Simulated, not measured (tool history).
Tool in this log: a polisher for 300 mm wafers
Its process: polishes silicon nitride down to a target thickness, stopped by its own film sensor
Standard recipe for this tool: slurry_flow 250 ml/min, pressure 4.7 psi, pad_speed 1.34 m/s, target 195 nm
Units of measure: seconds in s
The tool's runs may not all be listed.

run	day	slurry_flow	pressure	pad_speed	target	incoming thickness of the incoming film, nm	seconds
1	0.000	250	4.7	1.34	247	456.1	83.6
2	1.288	250	4.7	1.34	247	456.2	85.7
3	2.733	250	4.7	1.34	195	453.1	111.6
4	3.833	250	4.7	1.34	195	450.9	112.7
# day 4.408: worn pad replaced by a new one
5	4.946	250	4.7	1.34	195	455.4	109.1
6	5.521	250	5.8	1.34	195	450.0	85.8
7	6.825	250	5.8	1.34	195	449.7	88.7
# day 7.488: head pressure recalibrated
8	7.888	250	5.8	1.34	195	457.1	93.4
9	8.562	250	4.7	1.34	195	442.2	111.2
# day 9.554: worn pad replaced by a new one
# day 9.788: slurry nozzle cleaned
10	11.529	250	4.7	1.34	195	454.6	102.7
11	12.521	250	4.7	1.34	195	447.0	101.2
12	13.175	250	4.7	1.34	195	457.4	108.6
13	13.750	250	4.7	1.34	195	448.2	107.5
# day 14.429: worn pad replaced by a new one
14	14.588	250	4.7	1.04	115	449.3	160.2
15	15.325	325	4.2	1.08	140	444.5	156.4
16	15.842	250	4.7	1.34	195	444.4	98.3
17	16.725	175	4.7	0.96	271	451.9	99.4
18	17.646	250	4.7	1.34	195	453.2	106.2
19	18.262	250	3.2	1.34	275	453.2	111.6
# day 18.767: worn pad replaced by a new one
20	19.000	325	4.2	1.08	140	449.0	158.0
21	20.304	220	3.4	1.12	134	453.1	213.6
22	20.875	250	4.7	1.64	195	452.0	90.1
23	21.954	190	4.7	1.72	242	442.5	72.8
24	23.162	250	4.7	1.12	139	451.3	159.5
# day 23.504: worn pad replaced by a new one
25	23.712	250	4.7	1.34	195	455.2	104.3

Each row is a separate what-if for the run after 25, all from the same tool condition, not one after another. Results?
A	23.729	215	4.7	1.34	195	441.8	?
B	23.729	250	4.7	1.34	121	441.8	?
C	23.729	250	5.6	1.34	195	441.8	?
D	23.729	215	5.8	1.34	195	441.8	?
E	23.729	275	5.7	1.78	254	441.8	?

run	seconds
A	103.2
B	130.5
C	84.2
D	83.7
E	49.4
With no hidden state in the tool, these same runs would have given:
run	seconds
A	95.6
B	122.0
C	78.8
D	77.4
E	46.5
